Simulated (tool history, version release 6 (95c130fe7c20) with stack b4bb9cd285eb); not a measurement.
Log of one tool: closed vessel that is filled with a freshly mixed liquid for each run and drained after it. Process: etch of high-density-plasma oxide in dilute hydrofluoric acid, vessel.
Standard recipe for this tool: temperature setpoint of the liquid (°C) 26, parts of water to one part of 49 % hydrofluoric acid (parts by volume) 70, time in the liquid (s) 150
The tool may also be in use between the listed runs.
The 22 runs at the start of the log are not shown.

run,day,temperature setpoint of the liquid (°C),parts of water to one part of 49 % hydrofluoric acid (parts by volume),time in the liquid (s),"read-back film thickness of the high-density-plasma oxide reference wafer, read on the same gauge (nm)",thickness taken off the high-density-plasma oxide on a monitor wafer (Å)
23,48.938,21.5,85,110,89.99,60.1
24,50.504,26,70,150,90,121.7
25,53.483,23,85,120,89.98,69.7
26,55.954,26,105,150,89.98,77.6
27,57.35,22,70,185,90.03,127.8
28,60.008,26,105,65,89.95,34
29,61.246,26,90,80,89.99,49.2
30,63.5,23.5,70,65,90.04,47.8
31,66.258,23.5,80,105,90.01,67

Predict each of these 5 candidate next runs independently; none follows another, all start after run 31:
A,66.288,26,70,150,?,?
B,66.288,30.5,85,215,?,?
C,66.288,22,55,150,?,?
D,66.288,26,70,100,?,?
E,66.288,28,70,150,?,?

run,"read-back film thickness of the high-density-plasma oxide reference wafer, read on the same gauge (nm)",thickness taken off the high-density-plasma oxide on a monitor wafer (Å)
A,89.96,122.3
B,89.96,168.6
C,89.96,134.7
D,89.96,81.5
E,89.96,132.4
With the hidden condition removed and each run's random variation left untouched, the same runs would have given:
run,thickness taken off the high-density-plasma oxide on a monitor wafer (Å)
A,122.5
B,168.6
C,135.1
D,81.7
E,132.6
